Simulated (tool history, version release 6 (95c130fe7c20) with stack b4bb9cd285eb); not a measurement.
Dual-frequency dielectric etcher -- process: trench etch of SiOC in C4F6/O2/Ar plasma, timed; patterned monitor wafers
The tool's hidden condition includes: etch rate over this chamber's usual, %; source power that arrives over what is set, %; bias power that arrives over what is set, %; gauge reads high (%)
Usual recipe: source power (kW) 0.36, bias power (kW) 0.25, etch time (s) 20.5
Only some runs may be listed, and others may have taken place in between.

| run | hour | source power (kW) | bias power (kW) | etch time (s) | wafers since the last listed run | hours since the last wet clean | hours since the last source power generator calibration | hours since the last bias power generator calibration | hours since the last upper electrode change | hours since the gauge calibration | read-back reference wafer on the same gauge, depth_nm | mean etch depth across the wafer (angstrom) |
|---|---|---|---|---|---|---|---|---|---|---|---|---|
| 1 | 0 | 0.4 | 0.281 | 20.5 | 0 | 268.5 | 2736.4 | 2155.9 | 6145.7 | 188 | 42.7 | 453.9 |
|  | 7.5 | gauge calibrated |
| 2 | 12 | 0.4 | 0.281 | 20.5 | 216 | 280.5 | 2748.4 | 2167.9 | 6157.7 | 4.5 | 42.69 | 453.2 |
| 3 | 24.1 | 0.41 | 0.25 | 20.5 | 217 | 292.6 | 2760.5 | 2180 | 6169.8 | 16.6 | 42.69 | 438.9 |
| 4 | 31.9 | 0.41 | 0.25 | 20.5 | 140 | 300.4 | 2768.3 | 2187.8 | 6177.6 | 24.4 | 42.71 | 437.9 |
| 5 | 47.9 | 0.41 | 0.25 | 20.5 | 288 | 316.4 | 2784.3 | 2203.8 | 6193.6 | 40.4 | 42.7 | 438.7 |
| 6 | 63.5 | 0.36 | 0.25 | 20.5 | 280 | 332 | 2799.9 | 2219.4 | 6209.2 | 56 | 42.68 | 424.2 |
| 7 | 76.3 | 0.32 | 0.25 | 20.5 | 230 | 344.8 | 2812.7 | 2232.2 | 6222 | 68.8 | 42.7 | 411.3 |
| 8 | 84.8 | 0.31 | 0.264 | 20.5 | 153 | 353.3 | 2821.2 | 2240.7 | 6230.5 | 77.3 | 42.68 | 416.6 |
| 9 | 93.6 | 0.36 | 0.25 | 20.5 | 158 | 362.1 | 2830 | 2249.5 | 6239.3 | 86.1 | 42.68 | 423.7 |
|  | 122.8 | wet clean of the chamber |
| 10 | 123.3 | 0.36 | 0.25 | 20.5 | 102 | 0.5 | 2859.7 | 2279.2 | 6269 | 115.8 | 42.7 | 428.5 |
| 11 | 125 | 0.36 | 0.25 | 20.5 | 30 | 2.2 | 2861.4 | 2280.9 | 6270.7 | 117.5 | 42.7 | 428.5 |
|  | 152.3 | bias power generator calibrated |
|  | 157.3 | upper electrode replaced |
| 12 | 157.8 | 0.36 | 0.286 | 20.5 | 429 | 35 | 2894.2 | 5.5 | 0.5 | 150.3 | 42.72 | 448.9 |
| 13 | 158.1 | 0.36 | 0.286 | 20.5 | 5 | 35.3 | 2894.5 | 5.8 | 0.8 | 150.6 | 42.73 | 448.6 |
|  | 171.9 | source power generator calibrated |
| 14 | 172.4 | 0.36 | 0.286 | 20.5 | 185 | 49.6 | 0.5 | 20.1 | 15.1 | 164.9 | 42.71 | 448.5 |
| 15 | 175 | 0.36 | 0.25 | 26 | 46 | 52.2 | 3.1 | 22.7 | 17.7 | 167.5 | 42.69 | 542.5 |
| 16 | 189 | 0.33 | 0.25 | 20.5 | 252 | 66.2 | 17.1 | 36.7 | 31.7 | 181.5 | 42.72 | 418.8 |
| 17 | 203.7 | 0.36 | 0.296 | 25.5 | 264 | 80.9 | 31.8 | 51.4 | 46.4 | 196.2 | 42.72 | 565.5 |
|  | 206.6 | gauge calibrated |
| 18 | 217.3 | 0.3 | 0.294 | 22.5 | 244 | 94.5 | 45.4 | 65 | 60 | 10.7 | 42.7 | 475.7 |
| 19 | 225.1 | 0.36 | 0.25 | 20.5 | 140 | 102.3 | 53.2 | 72.8 | 67.8 | 18.5 | 42.7 | 427.4 |
| 20 | 241 | 0.42 | 0.228 | 20.5 | 286 | 118.2 | 69.1 | 88.7 | 83.7 | 34.4 | 42.69 | 428.8 |
| 21 | 255.3 | 0.44 | 0.285 | 15 | 257 | 132.5 | 83.4 | 103 | 98 | 48.7 | 42.69 | 344.2 |
| 22 | 262.4 | 0.29 | 0.201 | 20.5 | 127 | 139.6 | 90.5 | 110.1 | 105.1 | 55.8 | 42.7 | 377.4 |
| 23 | 270.2 | 0.36 | 0.25 | 20.5 | 140 | 147.4 | 98.3 | 117.9 | 112.9 | 63.6 | 42.69 | 426.6 |
| 24 | 281.2 | 0.45 | 0.228 | 20.5 | 198 | 158.4 | 109.3 | 128.9 | 123.9 | 74.6 | 42.69 | 438.7 |

Run 25 comes next. What will it give?
| 25 | 296.1 | 0.36 | 0.25 | 20.5 | 268 | 173.3 | 124.2 | 143.8 | 138.8 | 89.5 | ? | ? |

Run 25 came out at read-back reference wafer on the same gauge, depth_nm 42.71, mean etch depth across the wafer (angstrom) 426.5.
With no hidden state in the tool, this same run would have given mean etch depth across the wafer (angstrom) 427.4.
